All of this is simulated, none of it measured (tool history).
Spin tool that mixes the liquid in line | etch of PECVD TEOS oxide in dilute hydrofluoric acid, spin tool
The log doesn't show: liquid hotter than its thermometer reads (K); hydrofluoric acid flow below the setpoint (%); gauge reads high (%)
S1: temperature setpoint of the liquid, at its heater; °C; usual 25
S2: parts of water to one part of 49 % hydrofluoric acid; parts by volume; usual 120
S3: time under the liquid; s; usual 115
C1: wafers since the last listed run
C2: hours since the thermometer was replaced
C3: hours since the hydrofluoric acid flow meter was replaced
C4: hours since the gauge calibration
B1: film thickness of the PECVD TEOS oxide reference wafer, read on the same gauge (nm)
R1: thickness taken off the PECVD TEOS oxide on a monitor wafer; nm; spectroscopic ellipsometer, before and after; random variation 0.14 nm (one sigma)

| run | day | S1 | S2 | S3 | C1 | C2 | C3 | C4 | B1 | R1 |
|---|---|---|---|---|---|---|---|---|---|---|
| 1 | 0 | 25 | 120 | 115 | 0 | 1325 | 1142.7 | 183.9 | 139.97 | 17.37 |
| 2 | 1.888 | 25 | 120 | 115 | 277 | 1370.3 | 1188 | 229.2 | 139.98 | 17.69 |
| 3 | 4.667 | 25 | 120 | 115 | 408 | 1437 | 1254.7 | 295.9 | 140.02 | 17.38 |
| 4 | 7.025 | 23 | 120 | 115 | 346 | 1493.6 | 1311.3 | 352.5 | 140 | 15.81 |
| 5 | 9.188 | 23 | 120 | 115 | 317 | 1545.5 | 1363.2 | 404.4 | 139.98 | 16.14 |
| 6 | 11.15 | 23 | 120 | 115 | 288 | 1592.6 | 1410.3 | 451.5 | 140 | 16.21 |
|  | 15.288 | thermometer replaced |
| 7 | 15.308 | 25 | 120 | 115 | 604 | 0.5 | 1510.1 | 551.3 | 139.99 | 15.09 |
| 8 | 16.842 | 25 | 120 | 115 | 225 | 37.3 | 1546.9 | 588.1 | 140.03 | 15.22 |
| 9 | 19.321 | 28 | 155 | 50 | 364 | 96.8 | 1606.4 | 647.6 | 140.01 | 5.42 |
| 10 | 23.788 | 27.5 | 120 | 60 | 655 | 204 | 1713.6 | 754.8 | 140 | 8.75 |
| 11 | 25.596 | 25 | 120 | 115 | 265 | 247.4 | 1757 | 798.2 | 139.99 | 15.17 |
|  | 25.9 | gauge calibrated |
|  | 26.992 | hydrofluoric acid flow meter replaced |
| 12 | 29.204 | 27 | 120 | 145 | 523 | 334 | 53.1 | 79.3 | 140 | 23.72 |
| 13 | 33.7 | 22.5 | 120 | 90 | 660 | 441.9 | 161 | 187.2 | 139.98 | 12.12 |
| 14 | 35.675 | 20.5 | 90 | 115 | 289 | 489.3 | 208.4 | 234.6 | 140 | 19.66 |

Forecast each of these 3 alternatives for the next run:
| A | 35.692 | 25 | 120 | 75 | 2 | 489.7 | 208.8 | 235 | ? | ? |
| B | 35.692 | 25 | 120 | 90 | 2 | 489.7 | 208.8 | 235 | ? | ? |
| C | 35.692 | 25 | 120 | 60 | 2 | 489.7 | 208.8 | 235 | ? | ? |

| run | B1 | R1 |
|---|---|---|
| A | 140 | 11.28 |
| B | 140 | 13.53 |
| C | 140 | 9.02 |
Without the tool's hidden state the same runs would have given:
| run | R1 |
|---|---|
| A | 11.53 |
| B | 13.83 |
| C | 9.22 |
